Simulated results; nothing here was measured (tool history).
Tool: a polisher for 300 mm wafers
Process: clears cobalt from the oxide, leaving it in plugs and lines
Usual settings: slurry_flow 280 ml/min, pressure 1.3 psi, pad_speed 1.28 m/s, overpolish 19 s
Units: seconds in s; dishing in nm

run   hour  slurry_flow  pressure  pad_speed  overpolish  wafers since the last listed run  wafers polished on this pad  hours since the slurry nozzle was cleaned  hours since the head pressure was calibrated  incoming thickness of the incoming film, nm  seconds  dishing
  1      0          280       1.3       1.28          19                                 0                          105                                      160.5                                         669.9                                        272.7     58.9     53.5
  2   14.7          280       1.3       1.28          19                               149                          254                                      175.2                                         684.6                                        273.2       62     51.7
  3   32.2          280       1.2       1.28          19                               177                          432                                      192.7                                         702.1                                        273.1     69.3     50.1
  4   43.8          280       1.2       1.28          19                               117                          550                                      204.3                                         713.7                                          268     67.8     47.5
  5   57.3          280       1.4       1.28          19                               137                          687                                      217.8                                         727.2                                        273.4     61.4     53.9
  6   65.1          280       1.4       1.28          19                                79                          767                                      225.6                                           735                                        275.3     59.6     54.3
  7     79          280       1.3       1.46          19                               141                          908                                      239.5                                         748.9                                          273     56.6     53.7
      87.2  -- worn pad replaced by a new one
  8   87.9          240       1.3       1.28          19                                49                            6                                      248.4                                         757.8                                        272.5     58.7       57
  9  105.1          240       1.3       1.28          19                               174                          181                                      265.6                                           775                                        269.6     60.6       52
 10  115.8          240       1.3       1.28          19                               108                          290                                      276.3                                         785.7                                        268.1     61.5       51
 11  123.1          345       1.3       1.28          19                                74                          364                                      283.6                                           793                                        272.2     61.3     54.4
 12  131.8          280       1.3       1.28          27                                88                          453                                      292.3                                         801.7                                        263.8     62.1     60.3
 13    146          280       1.3       1.58          22                               144                          597                                      306.5                                         815.9                                        271.8     52.7     63.5
 14  156.1          375       1.3       1.28           9                               102                          700                                      316.6                                           826                                        275.5     63.8     30.7
 15  162.5          280       1.3        1.6          23                                65                          765                                        323                                         832.4                                        271.6     52.6     62.2
     176.6  -- worn pad replaced by a new one
 16  177.1          280       1.3       1.28          25                               107                            4                                      337.6                                           847                                        267.5     55.7     62.7
     188.1  -- slurry nozzle cleaned
 17  196.5          220       1.7       1.28          27                               187                          191                                        8.4                                         866.4                                        269.8     47.3     70.7
       211  -- head pressure recalibrated
 18  247.4          280       1.3       1.28          19                               497                          689                                       59.3                                          36.4                                          271     65.4       49
 19  259.3          210       0.9       1.28          19                               121                          810                                       71.2                                          48.3                                        272.7     95.4       40
     265.9  -- worn pad replaced by a new one
 20    268          280       0.8       1.28          25                                47                           21                                       79.9                                            57                                        270.4     90.9     49.1
 21  280.1          280       1.3       1.28          19                               123                          144                                         92                                          69.1                                        269.6     57.7     54.1
 22  299.3          280       1.3       1.44          25                               195                          340                                      111.2                                          88.3                                        271.5     54.2     64.9

Forecast each of these 3 alternatives for the next run:
  A  299.8          280       1.3       1.44          19                                 5                          345                                      111.7                                          88.8                                        272.2        ?        ?
  B  299.8          280       1.3       1.16          25                                 5                          345                                      111.7                                          88.8                                        272.2        ?        ?
  C  299.8          250       1.1       1.62          15                                 5                          345                                      111.7                                          88.8                                        272.2        ?        ?

run  seconds  dishing
  A     54.2     57.9
  B     67.3     59.9
  C     57.6     48.2
Without the tool's hidden state the same runs would have given:
run  seconds  dishing
  A     49.5     60.9
  B     61.5     62.9
  C     52.6     51.1
